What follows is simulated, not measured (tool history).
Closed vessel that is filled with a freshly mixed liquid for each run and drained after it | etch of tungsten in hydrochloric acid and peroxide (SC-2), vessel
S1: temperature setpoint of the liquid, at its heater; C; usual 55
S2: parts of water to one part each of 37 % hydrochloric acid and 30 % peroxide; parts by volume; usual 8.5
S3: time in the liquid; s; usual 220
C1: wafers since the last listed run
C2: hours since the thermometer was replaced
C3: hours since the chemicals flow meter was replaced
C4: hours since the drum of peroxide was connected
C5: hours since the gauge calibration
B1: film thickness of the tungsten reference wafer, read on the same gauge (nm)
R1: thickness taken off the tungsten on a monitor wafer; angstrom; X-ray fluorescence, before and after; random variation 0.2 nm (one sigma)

run 1 hour=0 | S1=55 S2=6.5 S3=155 | C1=0 C2=2312.5 C3=1094.3 C4=195.5 C5=581.3 | B1=119.7 | R1=469.2
run 2 hour=35 | S1=55 S2=5.5 S3=220 | C1=2002 C2=2347.5 C3=1129.3 C4=230.5 C5=616.3 | B1=119.6 | R1=754.5
run 3 hour=49.6 | S1=55 S2=5.5 S3=220 | C1=835 C2=2362.1 C3=1143.9 C4=245.1 C5=630.9 | B1=119.63 | R1=754
run 4 hour=85.2 | S1=55 S2=5.5 S3=220 | C1=2036 C2=2397.7 C3=1179.5 C4=280.7 C5=666.5 | B1=119.63 | R1=755.8
run 5 hour=117.5 | S1=55 S2=8.5 S3=220 | C1=1847 C2=2430 C3=1211.8 C4=313 C5=698.8 | B1=119.5 | R1=540.3
run 6 hour=150.1 | S1=55 S2=8.5 S3=220 | C1=1864 C2=2462.6 C3=1244.4 C4=345.6 C5=731.4 | B1=119.42 | R1=533.6
run 7 hour=176.9 | S1=55 S2=8.5 S3=220 | C1=1533 C2=2489.4 C3=1271.2 C4=372.4 C5=758.2 | B1=119.35 | R1=539.7
run 8 hour=199.2 | S1=55 S2=8.5 S3=270 | C1=1275 C2=2511.7 C3=1293.5 C4=394.7 C5=780.5 | B1=119.25 | R1=656.6
run 9 hour=233.9 | S1=55 S2=8.5 S3=270 | C1=1985 C2=2546.4 C3=1328.2 C4=429.4 C5=815.2 | B1=119.26 | R1=656.4
run 10 hour=253.1 | S1=50 S2=6.5 S3=105 | C1=1098 C2=2565.6 C3=1347.4 C4=448.6 C5=834.4 | B1=119.19 | R1=226.5
run 11 hour=275.2 | S1=47 S2=8.5 S3=220 | C1=1264 C2=2587.7 C3=1369.5 C4=470.7 C5=856.5 | B1=119.08 | R1=315.2
-- hour=296.4 new drum of peroxide connected
run 12 hour=305.2 | S1=49.5 S2=6 S3=185 | C1=1659 C2=2617.7 C3=1399.5 C4=8.8 C5=886.5 | B1=119.09 | R1=412.4
run 13 hour=321.4 | S1=55 S2=10.5 S3=220 | C1=926 C2=2633.9 C3=1415.7 C4=25 C5=902.7 | B1=119.02 | R1=451.9
run 14 hour=411.8 | S1=55 S2=8.5 S3=220 | C1=5171 C2=2724.3 C3=1506.1 C4=115.4 C5=993.1 | B1=118.76 | R1=535.5
-- hour=423.3 thermometer replaced
run 15 hour=427.5 | S1=65 S2=7.5 S3=115 | C1=840 C2=4.2 C3=1521.8 C4=131.1 C5=1008.8 | B1=118.72 | R1=576.6
run 16 hour=440.5 | S1=55 S2=8.5 S3=220 | C1=743 C2=17.2 C3=1534.8 C4=144.1 C5=1021.8 | B1=118.74 | R1=535.1
-- hour=443.8 gauge calibrated
run 17 hour=457.1 | S1=51.5 S2=7.5 S3=340 | C1=949 C2=33.8 C3=1551.4 C4=160.7 C5=13.3 | B1=120.14 | R1=731
-- hour=484.9 chemicals flow meter replaced
run 18 hour=542.6 | S1=58.5 S2=5 S3=285 | C1=4834 C2=119.3 C3=57.7 C4=246.2 C5=98.8 | B1=120.11 | R1=1309.8
run 19 hour=566.2 | S1=50 S2=6.5 S3=105 | C1=1350 C2=142.9 C3=81.3 C4=269.8 C5=122.4 | B1=120.17 | R1=228.6
run 20 hour=600.5 | S1=52 S2=11.5 S3=300 | C1=1962 C2=177.2 C3=115.6 C4=304.1 C5=156.7 | B1=120.18 | R1=471.5
run 21 hour=629.9 | S1=59.5 S2=10 S3=330 | C1=1681 C2=206.6 C3=145 C4=333.5 C5=186.1 | B1=120.1 | R1=938.6
run 22 hour=643.7 | S1=62 S2=5 S3=315 | C1=789 C2=220.4 C3=158.8 C4=347.3 C5=199.9 | B1=120.09 | R1=1812.4
run 23 hour=659 | S1=48 S2=8.5 S3=295 | C1=875 C2=235.7 C3=174.1 C4=362.6 C5=215.2 | B1=120.07 | R1=455.9
run 24 hour=675.5 | S1=55 S2=8.5 S3=220 | C1=943 C2=252.2 C3=190.6 C4=379.1 C5=231.7 | B1=120.05 | R1=539.5
run 25 hour=696.8 | S1=64.5 S2=11.5 S3=270 | C1=1218 C2=273.5 C3=211.9 C4=400.4 C5=253 | B1=120.04 | R1=934.9
run 26 hour=729.7 | S1=62 S2=7 S3=150 | C1=1882 C2=306.4 C3=244.8 C4=433.3 C5=285.9 | B1=120.02 | R1=670.6
run 27 hour=755.4 | S1=59.5 S2=4.5 S3=255 | C1=1470 C2=332.1 C3=270.5 C4=459 C5=311.6 | B1=120.01 | R1=1341.9
run 28 hour=768.3 | S1=55 S2=8.5 S3=220 | C1=737 C2=345 C3=283.4 C4=471.9 C5=324.5 | B1=119.99 | R1=539.6
run 29 hour=793.7 | S1=64 S2=6 S3=285 | C1=1453 C2=370.4 C3=308.8 C4=497.3 C5=349.9 | B1=120.01 | R1=1620.5

What the log doesn't show, run by run:
liquid hotter than its thermometer reads (K): 0 in every run
chemicals flow above the setpoint (%): 0 in every run
peroxide weaker than its label (%): 0 in every run
H1: gauge reads high (%)
run=1 H1=-0.247
run=2 H1=-0.297
run=3 H1=-0.319
run=4 H1=-0.374
run=5 H1=-0.426
run=6 H1=-0.482
run=7 H1=-0.529
run=8 H1=-0.57
run=9 H1=-0.636
run=10 H1=-0.674
run=11 H1=-0.718
run=12 H1=-0.78
run=13 H1=-0.815
run=14 H1=-1.02
run=15 H1=-1.06
run=16 H1=-1.09
run=17 H1=0.117
run=18 H1=0.106
run=19 H1=0.0993
run=20 H1=0.0879
run=21 H1=0.076
run=22 H1=0.0696
run=23 H1=0.0621
run=24 H1=0.0533
run=25 H1=0.041
run=26 H1=0.0199
run=27 H1=0.00167
run=28 H1=-0.00809
run=29 H1=-0.0285

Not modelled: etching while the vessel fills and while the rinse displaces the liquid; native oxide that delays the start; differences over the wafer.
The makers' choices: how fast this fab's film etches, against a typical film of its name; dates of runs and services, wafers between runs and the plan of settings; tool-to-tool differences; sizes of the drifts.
